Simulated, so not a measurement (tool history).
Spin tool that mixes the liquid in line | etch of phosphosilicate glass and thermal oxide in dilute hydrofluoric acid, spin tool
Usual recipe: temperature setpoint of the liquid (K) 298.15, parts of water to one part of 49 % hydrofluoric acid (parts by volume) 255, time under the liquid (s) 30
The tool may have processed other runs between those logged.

| run | day | temperature setpoint of the liquid (K) | parts of water to one part of 49 % hydrofluoric acid (parts by volume) | time under the liquid (s) | read-back film thickness of the phosphosilicate glass reference wafer, read on the same gauge (nm) | read-back film thickness of the thermal oxide reference wafer, read on the same gauge (nm) | thickness taken off the phosphosilicate glass on a monitor wafer (nm) | thickness taken off the thermal oxide on a monitor wafer (nm) |
|---|---|---|---|---|---|---|---|---|
| 1 | 0 | 298.15 | 255 | 30 | 70.01 | 59.992 | 14.61 | 0.429 |
| 2 | 3.083 | 298.15 | 255 | 30 | 70 | 59.988 | 14.51 | 0.422 |
| 3 | 6.008 | 294.65 | 255 | 30 | 69.99 | 59.985 | 12.99 | 0.343 |
| 4 | 8.788 | 298.15 | 255 | 30 | 70 | 60.011 | 14.33 | 0.479 |
| 5 | 13.067 | 298.15 | 255 | 30 | 69.98 | 60.038 | 14.64 | 0.455 |
|  | 19.846 | thermometer replaced |
|  | 24.358 | hydrofluoric acid flow meter replaced |
| 6 | 26.067 | 298.15 | 255 | 30 | 70.01 | 60.017 | 15.35 | 0.433 |
| 7 | 36.396 | 298.15 | 255 | 30 | 70.02 | 59.976 | 15.33 | 0.426 |
| 8 | 38.558 | 298.15 | 255 | 30 | 70 | 60.011 | 15.24 | 0.479 |
| 9 | 41.225 | 298.15 | 345 | 15 | 69.98 | 59.968 | 5.22 | 0.168 |
| 10 | 42.8 | 298.15 | 345 | 15 | 70 | 60.008 | 5.18 | 0.143 |
| 11 | 45.862 | 302.15 | 160 | 45 | 70.01 | 59.947 | 46.44 | 1.21 |
| 12 | 56.629 | 298.15 | 355 | 30 | 70 | 59.981 | 9.77 | 0.29 |
|  | 57.958 | gauge calibrated |
| 13 | 60.821 | 293.65 | 185 | 30 | 70.02 | 60.038 | 18.8 | 0.505 |
| 14 | 62.392 | 298.15 | 255 | 30 | 70.01 | 59.989 | 15.23 | 0.441 |
| 15 | 65.625 | 301.15 | 375 | 15 | 70.02 | 60.02 | 5.02 | 0.148 |
| 16 | 69.2 | 298.15 | 255 | 30 | 69.99 | 59.989 | 14.9 | 0.426 |
|  | 73.783 | hydrofluoric acid flow meter replaced |
| 17 | 80.117 | 298.15 | 255 | 30 | 70.02 | 59.982 | 14.9 | 0.42 |
| 18 | 83.188 | 294.65 | 255 | 50 | 69.99 | 59.97 | 21.97 | 0.594 |
| 19 | 85.883 | 298.15 | 315 | 45 | 69.99 | 59.981 | 17.33 | 0.483 |
| 20 | 89.879 | 298.15 | 255 | 15 | 70.01 | 60.011 | 7.45 | 0.232 |
| 21 | 92.504 | 298.15 | 170 | 35 | 69.98 | 59.949 | 28.36 | 0.781 |
| 22 | 94.096 | 298.15 | 255 | 35 | 70.01 | 59.971 | 17.61 | 0.511 |
| 23 | 97.621 | 298.15 | 255 | 30 | 69.99 | 59.986 | 14.87 | 0.406 |
| 24 | 101.842 | 298.15 | 255 | 30 | 69.98 | 60.019 | 14.78 | 0.431 |
| 25 | 103.55 | 294.65 | 150 | 30 | 70.02 | 59.989 | 24.75 | 0.71 |

Alternative continuations, all from the tool just after run 25; predict every row:
| A | 103.567 | 298.15 | 255 | 30 | ? | ? | ? | ? |
| B | 103.567 | 298.15 | 255 | 50 | ? | ? | ? | ? |
| C | 103.567 | 295.15 | 355 | 45 | ? | ? | ? | ? |
| D | 103.567 | 300.15 | 190 | 40 | ? | ? | ? | ? |

| run | read-back film thickness of the phosphosilicate glass reference wafer, read on the same gauge (nm) | read-back film thickness of the thermal oxide reference wafer, read on the same gauge (nm) | thickness taken off the phosphosilicate glass on a monitor wafer (nm) | thickness taken off the thermal oxide on a monitor wafer (nm) |
|---|---|---|---|---|
| A | 69.99 | 59.975 | 14.75 | 0.43 |
| B | 69.99 | 59.975 | 24.59 | 0.716 |
| C | 69.99 | 59.975 | 13.01 | 0.379 |
| D | 69.99 | 59.975 | 30.43 | 0.886 |
What these runs would have given with no unlogged condition in the tool:
| run | thickness taken off the phosphosilicate glass on a monitor wafer (nm) | thickness taken off the thermal oxide on a monitor wafer (nm) |
|---|---|---|
| A | 15.21 | 0.443 |
| B | 25.34 | 0.738 |
| C | 13.4 | 0.391 |
| D | 31.38 | 0.914 |

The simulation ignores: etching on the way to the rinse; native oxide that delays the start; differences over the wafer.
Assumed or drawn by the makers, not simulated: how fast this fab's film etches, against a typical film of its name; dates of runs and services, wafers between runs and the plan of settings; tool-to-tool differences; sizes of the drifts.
